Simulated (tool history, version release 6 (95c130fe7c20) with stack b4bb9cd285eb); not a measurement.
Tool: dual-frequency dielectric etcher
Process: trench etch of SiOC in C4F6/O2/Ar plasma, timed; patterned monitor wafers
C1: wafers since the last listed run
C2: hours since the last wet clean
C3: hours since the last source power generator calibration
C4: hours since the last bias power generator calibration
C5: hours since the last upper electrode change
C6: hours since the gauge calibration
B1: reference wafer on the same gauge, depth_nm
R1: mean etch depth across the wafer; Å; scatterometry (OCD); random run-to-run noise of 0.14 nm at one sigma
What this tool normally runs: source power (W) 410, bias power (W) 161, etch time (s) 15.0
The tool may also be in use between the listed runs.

run 1 hour=0.0 | source_power_(W)=410 bias_power_(W)=161 etch_time_(s)=15.0 | C1=0 C2=29.7 C3=2263.2 C4=3286.8 C5=6092.3 C6=80.0 | B1=31.60 | R1=291.1
run 2 hour=107.4 | source_power_(W)=410 bias_power_(W)=161 etch_time_(s)=15.0 | C1=1833 C2=137.1 C3=2370.6 C4=3394.2 C5=6199.7 C6=187.4 | B1=31.61 | R1=290.4
run 3 hour=167.5 | source_power_(W)=410 bias_power_(W)=176 etch_time_(s)=15.0 | C1=1025 C2=197.2 C3=2430.7 C4=3454.3 C5=6259.8 C6=247.5 | B1=31.55 | R1=297.8
run 4 hour=206.7 | source_power_(W)=410 bias_power_(W)=176 etch_time_(s)=15.0 | C1=669 C2=236.4 C3=2469.9 C4=3493.5 C5=6299.0 C6=286.7 | B1=31.56 | R1=294.8
-- hour=521.0 wet clean of the chamber
run 5 hour=521.5 | source_power_(W)=410 bias_power_(W)=161 etch_time_(s)=15.0 | C1=4964 C2=0.5 C3=2784.7 C4=3808.3 C5=6613.8 C6=601.5 | B1=31.63 | R1=289.8
-- hour=574.5 upper electrode replaced
run 6 hour=575.0 | source_power_(W)=380 bias_power_(W)=161 etch_time_(s)=16.0 | C1=503 C2=54.0 C3=2838.2 C4=3861.8 C5=0.5 C6=655.0 | B1=31.58 | R1=303.9
run 7 hour=629.6 | source_power_(W)=410 bias_power_(W)=171 etch_time_(s)=14.0 | C1=932 C2=108.6 C3=2892.8 C4=3916.4 C5=55.1 C6=709.6 | B1=31.56 | R1=275.0
run 8 hour=735.3 | source_power_(W)=410 bias_power_(W)=161 etch_time_(s)=15.0 | C1=1804 C2=214.3 C3=2998.5 C4=4022.1 C5=160.8 C6=815.3 | B1=31.65 | R1=291.1
run 9 hour=824.7 | source_power_(W)=410 bias_power_(W)=161 etch_time_(s)=15.0 | C1=1526 C2=303.7 C3=3087.9 C4=4111.5 C5=250.2 C6=904.7 | B1=31.64 | R1=290.7
run 10 hour=922.9 | source_power_(W)=410 bias_power_(W)=161 etch_time_(s)=15.0 | C1=1676 C2=401.9 C3=3186.1 C4=4209.7 C5=348.4 C6=1002.9 | B1=31.55 | R1=291.9
run 11 hour=995.3 | source_power_(W)=410 bias_power_(W)=161 etch_time_(s)=15.0 | C1=1235 C2=474.3 C3=3258.5 C4=4282.1 C5=420.8 C6=1075.3 | B1=31.59 | R1=290.4
-- hour=1124.0 wet clean of the chamber
run 12 hour=1182.5 | source_power_(W)=410 bias_power_(W)=161 etch_time_(s)=15.0 | C1=2785 C2=58.5 C3=3445.7 C4=4469.3 C5=608.0 C6=1262.5 | B1=31.64 | R1=288.7
run 13 hour=1278.3 | source_power_(W)=450 bias_power_(W)=161 etch_time_(s)=19.0 | C1=1635 C2=154.3 C3=3541.5 C4=4565.1 C5=703.8 C6=1358.3 | B1=31.70 | R1=380.3
run 14 hour=1345.4 | source_power_(W)=360 bias_power_(W)=133 etch_time_(s)=15.0 | C1=1145 C2=221.4 C3=3608.6 C4=4632.2 C5=770.9 C6=1425.4 | B1=31.59 | R1=273.0
run 15 hour=1389.9 | source_power_(W)=320 bias_power_(W)=132 etch_time_(s)=17.5 | C1=759 C2=265.9 C3=3653.1 C4=4676.7 C5=815.4 C6=1469.9 | B1=31.65 | R1=314.0
run 16 hour=1532.5 | source_power_(W)=410 bias_power_(W)=180 etch_time_(s)=15.0 | C1=2434 C2=408.5 C3=3795.7 C4=4819.3 C5=958.0 C6=1612.5 | B1=31.62 | R1=295.0
-- hour=1603.3 bias power generator calibrated
run 17 hour=1610.9 | source_power_(W)=410 bias_power_(W)=161 etch_time_(s)=15.0 | C1=1270 C2=486.9 C3=3874.1 C4=7.6 C5=1036.4 C6=1690.9 | B1=31.60 | R1=292.7
-- hour=1660.9 source power generator calibrated
run 18 hour=1665.7 | source_power_(W)=500 bias_power_(W)=131 etch_time_(s)=12.0 | C1=867 C2=541.7 C3=4.8 C4=62.4 C5=1091.2 C6=1745.7 | B1=31.65 | R1=238.5
run 19 hour=1704.0 | source_power_(W)=440 bias_power_(W)=161 etch_time_(s)=16.5 | C1=653 C2=580.0 C3=43.1 C4=100.7 C5=1129.5 C6=1784.0 | B1=31.62 | R1=326.3
run 20 hour=1770.6 | source_power_(W)=410 bias_power_(W)=171 etch_time_(s)=14.0 | C1=1136 C2=646.6 C3=109.7 C4=167.3 C5=1196.1 C6=1850.6 | B1=31.65 | R1=276.9
-- hour=1813.3 wet clean of the chamber
-- hour=1839.7 gauge calibrated
run 21 hour=1857.3 | source_power_(W)=410 bias_power_(W)=161 etch_time_(s)=15.0 | C1=1070 C2=44.0 C3=196.4 C4=254.0 C5=1282.8 C6=17.6 | B1=31.61 | R1=293.1
run 22 hour=1918.8 | source_power_(W)=440 bias_power_(W)=148 etch_time_(s)=15.0 | C1=1049 C2=105.5 C3=257.9 C4=315.5 C5=1344.3 C6=79.1 | B1=31.59 | R1=292.2
run 23 hour=2005.0 | source_power_(W)=330 bias_power_(W)=191 etch_time_(s)=15.0 | C1=1471 C2=191.7 C3=344.1 C4=401.7 C5=1430.5 C6=165.3 | B1=31.52 | R1=283.4
run 24 hour=2045.4 | source_power_(W)=450 bias_power_(W)=161 etch_time_(s)=11.0 | C1=689 C2=232.1 C3=384.5 C4=442.1 C5=1470.9 C6=205.7 | B1=31.62 | R1=218.7
run 25 hour=2126.1 | source_power_(W)=410 bias_power_(W)=161 etch_time_(s)=15.0 | C1=1377 C2=312.8 C3=465.2 C4=522.8 C5=1551.6 C6=286.4 | B1=31.59 | R1=290.9
run 26 hour=2214.5 | source_power_(W)=410 bias_power_(W)=199 etch_time_(s)=11.5 | C1=1509 C2=401.2 C3=553.6 C4=611.2 C5=1640.0 C6=374.8 | B1=31.64 | R1=231.9
run 27 hour=2295.4 | source_power_(W)=320 bias_power_(W)=177 etch_time_(s)=16.5 | C1=1380 C2=482.1 C3=634.5 C4=692.1 C5=1720.9 C6=455.7 | B1=31.59 | R1=304.6
run 28 hour=2336.7 | source_power_(W)=490 bias_power_(W)=131 etch_time_(s)=13.0 | C1=705 C2=523.4 C3=675.8 C4=733.4 C5=1762.2 C6=497.0 | B1=31.66 | R1=257.5
-- hour=2401.0 wet clean of the chamber
run 29 hour=2422.3 | source_power_(W)=330 bias_power_(W)=161 etch_time_(s)=15.0 | C1=1051 C2=21.3 C3=761.4 C4=819.0 C5=1847.8 C6=582.6 | B1=31.56 | R1=276.6
run 30 hour=2477.0 | source_power_(W)=410 bias_power_(W)=183 etch_time_(s)=15.0 | C1=933 C2=76.0 C3=816.1 C4=873.7 C5=1902.5 C6=637.3 | B1=31.61 | R1=298.6
run 31 hour=2557.7 | source_power_(W)=410 bias_power_(W)=142 etch_time_(s)=15.0 | C1=1377 C2=156.7 C3=896.8 C4=954.4 C5=1983.2 C6=718.0 | B1=31.56 | R1=286.7

Alternative continuations, all from the tool just after run 31; predict every row:
run A hour=2558.1 | source_power_(W)=410 bias_power_(W)=161 etch_time_(s)=15.0 | C1=6 C2=157.1 C3=897.2 C4=954.8 C5=1983.6 C6=718.4 | B1=? | R1=?
run B hour=2558.1 | source_power_(W)=350 bias_power_(W)=126 etch_time_(s)=15.0 | C1=6 C2=157.1 C3=897.2 C4=954.8 C5=1983.6 C6=718.4 | B1=? | R1=?
run C hour=2558.1 | source_power_(W)=440 bias_power_(W)=134 etch_time_(s)=17.0 | C1=6 C2=157.1 C3=897.2 C4=954.8 C5=1983.6 C6=718.4 | B1=? | R1=?

run=A B1=31.70 R1=290.4
run=B B1=31.70 R1=270.0
run=C B1=31.70 R1=326.1
With the hidden condition removed and each run's random variation left untouched, the same runs would have given:
run=A R1=290.4
run=B R1=270.0
run=C R1=326.1
